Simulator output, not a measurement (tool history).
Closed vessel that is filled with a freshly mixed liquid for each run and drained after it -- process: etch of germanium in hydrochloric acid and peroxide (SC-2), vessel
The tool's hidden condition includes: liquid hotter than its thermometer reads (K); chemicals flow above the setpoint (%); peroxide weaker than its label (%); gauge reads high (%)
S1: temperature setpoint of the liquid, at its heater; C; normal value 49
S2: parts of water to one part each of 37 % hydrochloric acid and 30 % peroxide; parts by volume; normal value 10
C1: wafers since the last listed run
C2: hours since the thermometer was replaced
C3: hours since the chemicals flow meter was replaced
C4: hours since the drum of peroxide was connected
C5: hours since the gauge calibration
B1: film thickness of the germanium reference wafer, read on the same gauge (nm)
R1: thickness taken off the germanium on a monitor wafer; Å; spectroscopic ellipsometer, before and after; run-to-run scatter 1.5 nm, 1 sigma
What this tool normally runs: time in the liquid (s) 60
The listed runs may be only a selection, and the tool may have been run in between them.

run 1 hour=0 | S1=52 S2=10 time_in_the_liquid_(s)=60 | C1=0 C2=2389.3 C3=913.4 C4=1246 C5=1482.2 | B1=103.57 | R1=1870.7
run 2 hour=33.8 | S1=52 S2=10 time_in_the_liquid_(s)=60 | C1=3271 C2=2423.1 C3=947.2 C4=1279.8 C5=1516 | B1=103.79 | R1=1906.7
-- hour=61 gauge calibrated
-- hour=108 new drum of peroxide connected
run 3 hour=112.2 | S1=52 S2=10 time_in_the_liquid_(s)=60 | C1=7491 C2=2501.5 C3=1025.6 C4=4.2 C5=51.2 | B1=100.57 | R1=1810.5
run 4 hour=131 | S1=54.5 S2=10 time_in_the_liquid_(s)=60 | C1=1819 C2=2520.3 C3=1044.4 C4=23 C5=70 | B1=100.58 | R1=1968.9
run 5 hour=163.6 | S1=49 S2=11 time_in_the_liquid_(s)=60 | C1=3155 C2=2552.9 C3=1077 C4=55.6 C5=102.6 | B1=100.61 | R1=1651
run 6 hour=199 | S1=53.5 S2=10 time_in_the_liquid_(s)=60 | C1=3426 C2=2588.3 C3=1112.4 C4=91 C5=138 | B1=100.65 | R1=1894.6
run 7 hour=222.4 | S1=53.5 S2=10 time_in_the_liquid_(s)=60 | C1=2264 C2=2611.7 C3=1135.8 C4=114.4 C5=161.4 | B1=100.64 | R1=1928.4
run 8 hour=255.7 | S1=49 S2=10 time_in_the_liquid_(s)=60 | C1=3223 C2=2645 C3=1169.1 C4=147.7 C5=194.7 | B1=100.62 | R1=1659.6
-- hour=316.7 thermometer replaced
run 9 hour=327.8 | S1=49 S2=10 time_in_the_liquid_(s)=60 | C1=6881 C2=11.1 C3=1241.2 C4=219.8 C5=266.8 | B1=100.72 | R1=1662.7
run 10 hour=353.8 | S1=49 S2=13 time_in_the_liquid_(s)=75 | C1=2516 C2=37.1 C3=1267.2 C4=245.8 C5=292.8 | B1=100.75 | R1=2007.2
run 11 hour=378.2 | S1=43.5 S2=13.5 time_in_the_liquid_(s)=85 | C1=2361 C2=61.5 C3=1291.6 C4=270.2 C5=317.2 | B1=100.75 | R1=1902.2
run 12 hour=393.3 | S1=57.5 S2=6 time_in_the_liquid_(s)=75 | C1=1461 C2=76.6 C3=1306.7 C4=285.3 C5=332.3 | B1=100.78 | R1=2759
run 13 hour=408.6 | S1=49 S2=13 time_in_the_liquid_(s)=35 | C1=1480 C2=91.9 C3=1322 C4=300.6 C5=347.6 | B1=100.79 | R1=926.8
run 14 hour=429.6 | S1=54 S2=15 time_in_the_liquid_(s)=30 | C1=2032 C2=112.9 C3=1343 C4=321.6 C5=368.6 | B1=100.83 | R1=928
-- hour=459 chemicals flow meter replaced
run 15 hour=461.1 | S1=56 S2=15 time_in_the_liquid_(s)=40 | C1=2952 C2=144.4 C3=2.1 C4=353.1 C5=400.1 | B1=100.85 | R1=1320.1
run 16 hour=488.9 | S1=45.5 S2=11.5 time_in_the_liquid_(s)=90 | C1=2690 C2=172.2 C3=29.9 C4=380.9 C5=427.9 | B1=100.9 | R1=2178.4
run 17 hour=503 | S1=49 S2=8.5 time_in_the_liquid_(s)=70 | C1=1364 C2=186.3 C3=44 C4=395 C5=442 | B1=100.94 | R1=1954.7
run 18 hour=520.7 | S1=49 S2=10 time_in_the_liquid_(s)=60 | C1=1713 C2=204 C3=61.7 C4=412.7 C5=459.7 | B1=100.95 | R1=1640.3
run 19 hour=548.7 | S1=43 S2=8.5 time_in_the_liquid_(s)=75 | C1=2710 C2=232 C3=89.7 C4=440.7 C5=487.7 | B1=101 | R1=1709.4
run 20 hour=574.2 | S1=49 S2=10 time_in_the_liquid_(s)=60 | C1=2468 C2=257.5 C3=115.2 C4=466.2 C5=513.2 | B1=101.05 | R1=1640.8
run 21 hour=670.2 | S1=49 S2=13.5 time_in_the_liquid_(s)=90 | C1=9291 C2=353.5 C3=211.2 C4=562.2 C5=609.2 | B1=101.23 | R1=2382.9
run 22 hour=704 | S1=58 S2=10 time_in_the_liquid_(s)=60 | C1=3271 C2=387.3 C3=245 C4=596 C5=643 | B1=101.32 | R1=2164.6
run 23 hour=728.8 | S1=49 S2=10 time_in_the_liquid_(s)=40 | C1=2400 C2=412.1 C3=269.8 C4=620.8 C5=667.8 | B1=101.39 | R1=1098.8
run 24 hour=748 | S1=46 S2=5.5 time_in_the_liquid_(s)=40 | C1=1858 C2=431.3 C3=289 C4=640 C5=687 | B1=101.41 | R1=1058.7
run 25 hour=780.8 | S1=49 S2=12 time_in_the_liquid_(s)=60 | C1=3174 C2=464.1 C3=321.8 C4=672.8 C5=719.8 | B1=101.51 | R1=1612.4
run 26 hour=797.4 | S1=49 S2=10 time_in_the_liquid_(s)=30 | C1=1606 C2=480.7 C3=338.4 C4=689.4 C5=736.4 | B1=101.56 | R1=837.4
run 27 hour=824.3 | S1=42 S2=10 time_in_the_liquid_(s)=60 | C1=2603 C2=507.6 C3=365.3 C4=716.3 C5=763.3 | B1=101.63 | R1=1340.8
run 28 hour=843.8 | S1=55.5 S2=5 time_in_the_liquid_(s)=75 | C1=1887 C2=527.1 C3=384.8 C4=735.8 C5=782.8 | B1=101.68 | R1=2666
run 29 hour=872.7 | S1=55.5 S2=13 time_in_the_liquid_(s)=85 | C1=2797 C2=556 C3=413.7 C4=764.7 C5=811.7 | B1=101.77 | R1=2774.3
run 30 hour=891.2 | S1=49 S2=10 time_in_the_liquid_(s)=60 | C1=1790 C2=574.5 C3=432.2 C4=783.2 C5=830.2 | B1=101.82 | R1=1673.1

Consider 4 possible next runs. They are alternatives, not a sequence: every one starts from the tool as it was left by run 30. What does each give?
run A hour=891.9 | S1=49 S2=10 time_in_the_liquid_(s)=90 | C1=67 C2=575.2 C3=432.9 C4=783.9 C5=830.9 | B1=? | R1=?
run B hour=891.9 | S1=52.5 S2=5 time_in_the_liquid_(s)=60 | C1=67 C2=575.2 C3=432.9 C4=783.9 C5=830.9 | B1=? | R1=?
run C hour=891.9 | S1=40 S2=10 time_in_the_liquid_(s)=60 | C1=67 C2=575.2 C3=432.9 C4=783.9 C5=830.9 | B1=? | R1=?
run D hour=891.9 | S1=53 S2=14 time_in_the_liquid_(s)=60 | C1=67 C2=575.2 C3=432.9 C4=783.9 C5=830.9 | B1=? | R1=?

run=A B1=101.83 R1=2552.3
run=B B1=101.83 R1=1978
run=C B1=101.83 R1=1268
run=D B1=101.83 R1=1850.7
The same runs, with their run-to-run variation unchanged, on a tool lacking any hidden condition would have given:
run=A R1=2506.6
run=B R1=1942.6
run=C R1=1245.3
run=D R1=1817.6

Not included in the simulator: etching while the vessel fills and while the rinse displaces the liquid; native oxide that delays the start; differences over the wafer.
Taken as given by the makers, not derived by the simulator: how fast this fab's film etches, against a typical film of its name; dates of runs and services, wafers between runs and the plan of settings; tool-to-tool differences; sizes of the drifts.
